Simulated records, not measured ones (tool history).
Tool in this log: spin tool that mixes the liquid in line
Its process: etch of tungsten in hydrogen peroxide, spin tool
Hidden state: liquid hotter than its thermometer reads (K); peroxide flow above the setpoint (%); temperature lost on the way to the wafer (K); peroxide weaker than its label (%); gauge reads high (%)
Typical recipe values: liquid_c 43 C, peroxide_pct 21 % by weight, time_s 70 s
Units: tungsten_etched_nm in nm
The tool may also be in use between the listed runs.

| run | hour | liquid_c | peroxide_pct | time_s | wafers since the last listed run | hours since the thermometer was replaced | hours since the peroxide flow meter was replaced | hours since the heated supply line was repaired | hours since the drum of peroxide was connected | hours since the gauge calibration | read-back film thickness of the tungsten reference wafer, read on the same gauge (nm) | tungsten_etched_nm |
|---|---|---|---|---|---|---|---|---|---|---|---|---|
| 1 | 0 | 43 | 21 | 70 | 0 | 2366.8 | 2028 | 1022 | 391 | 612.9 | 40.66 | 53.74 |
| 2 | 28.4 | 43 | 21 | 70 | 410 | 2395.2 | 2056.4 | 1050.4 | 419.4 | 641.3 | 40.71 | 53.98 |
|  | 36.3 | peroxide flow meter replaced |
|  | 42.4 | thermometer replaced |
| 3 | 92.9 | 43 | 21 | 70 | 902 | 50.5 | 56.6 | 1114.9 | 483.9 | 705.8 | 40.92 | 53.86 |
|  | 97.6 | gauge calibrated |
| 4 | 115.6 | 43 | 21 | 70 | 327 | 73.2 | 79.3 | 1137.6 | 506.6 | 18 | 39.89 | 52.56 |
| 5 | 133.3 | 43 | 21 | 70 | 255 | 90.9 | 97 | 1155.3 | 524.3 | 35.7 | 39.9 | 52.91 |
| 6 | 164.9 | 43 | 21 | 70 | 456 | 122.5 | 128.6 | 1186.9 | 555.9 | 67.3 | 39.89 | 52.79 |
| 7 | 187.9 | 43 | 21 | 70 | 332 | 145.5 | 151.6 | 1209.9 | 578.9 | 90.3 | 39.91 | 52.35 |
| 8 | 208 | 35 | 21 | 35 | 290 | 165.6 | 171.7 | 1230 | 599 | 110.4 | 39.9 | 15.56 |
| 9 | 236.6 | 43 | 22.5 | 85 | 412 | 194.2 | 200.3 | 1258.6 | 627.6 | 139 | 39.93 | 66.7 |
| 10 | 251 | 49 | 15.5 | 35 | 207 | 208.6 | 214.7 | 1273 | 642 | 153.4 | 39.94 | 33.06 |
| 11 | 271.8 | 51.5 | 17 | 35 | 300 | 229.4 | 235.5 | 1293.8 | 662.8 | 174.2 | 39.97 | 40.81 |
|  | 278.3 | heated supply line repaired |
| 12 | 303.8 | 43 | 21 | 70 | 447 | 261.4 | 267.5 | 25.5 | 694.8 | 206.2 | 39.96 | 52.75 |
| 13 | 337.1 | 43 | 21 | 70 | 480 | 294.7 | 300.8 | 58.8 | 728.1 | 239.5 | 40 | 51.98 |
|  | 350.1 | new drum of peroxide connected |
| 14 | 358.6 | 43 | 25 | 70 | 295 | 316.2 | 322.3 | 80.3 | 8.5 | 261 | 40.02 | 57.86 |
| 15 | 386.1 | 51 | 21 | 105 | 397 | 343.7 | 349.8 | 107.8 | 36 | 288.5 | 40.04 | 128.34 |
| 16 | 402.6 | 43 | 14.5 | 45 | 238 | 360.2 | 366.3 | 124.3 | 52.5 | 305 | 40.08 | 27.97 |
| 17 | 422.3 | 43 | 21 | 70 | 284 | 379.9 | 386 | 144 | 72.2 | 324.7 | 40.09 | 53.21 |
| 18 | 437.7 | 43 | 24 | 45 | 222 | 395.3 | 401.4 | 159.4 | 87.6 | 340.1 | 40.11 | 36.22 |
| 19 | 449.8 | 47.5 | 21 | 95 | 174 | 407.4 | 413.5 | 171.5 | 99.7 | 352.2 | 40.12 | 95.17 |
| 20 | 470.4 | 52.5 | 24 | 95 | 297 | 428 | 434.1 | 192.1 | 120.3 | 372.8 | 40.17 | 139.17 |
| 21 | 482.6 | 43 | 21 | 70 | 176 | 440.2 | 446.3 | 204.3 | 132.5 | 385 | 40.19 | 52.89 |
| 22 | 505.7 | 43 | 21 | 70 | 333 | 463.3 | 469.4 | 227.4 | 155.6 | 408.1 | 40.23 | 52.65 |
| 23 | 529.8 | 43 | 27.5 | 90 | 347 | 487.4 | 493.5 | 251.5 | 179.7 | 432.2 | 40.24 | 78.52 |
| 24 | 549.1 | 43 | 27.5 | 55 | 278 | 506.7 | 512.8 | 270.8 | 199 | 451.5 | 40.3 | 48.16 |
| 25 | 574.1 | 43 | 21 | 70 | 360 | 531.7 | 537.8 | 295.8 | 224 | 476.5 | 40.32 | 52.9 |

For each run, what was the tool's unlogged condition?
liquid hotter than its thermometer reads (K): 0 in every run
peroxide flow above the setpoint (%): 0 in every run
temperature lost on the way to the wafer (K): 0 in every run
peroxide weaker than its label (%): 0 in every run
H1: gauge reads high (%)
| run | H1 |
|---|---|
| 1 | 1.66 |
| 2 | 1.83 |
| 3 | 2.26 |
| 4 | -0.28 |
| 5 | -0.276 |
| 6 | -0.26 |
| 7 | -0.242 |
| 8 | -0.222 |
| 9 | -0.187 |
| 10 | -0.167 |
| 11 | -0.133 |
| 12 | -0.0733 |
| 13 | -0.000472 |
| 14 | 0.0523 |
| 15 | 0.127 |
| 16 | 0.175 |
| 17 | 0.235 |
| 18 | 0.286 |
| 19 | 0.327 |
| 20 | 0.4 |
| 21 | 0.445 |
| 22 | 0.535 |
| 23 | 0.635 |
| 24 | 0.719 |
| 25 | 0.832 |
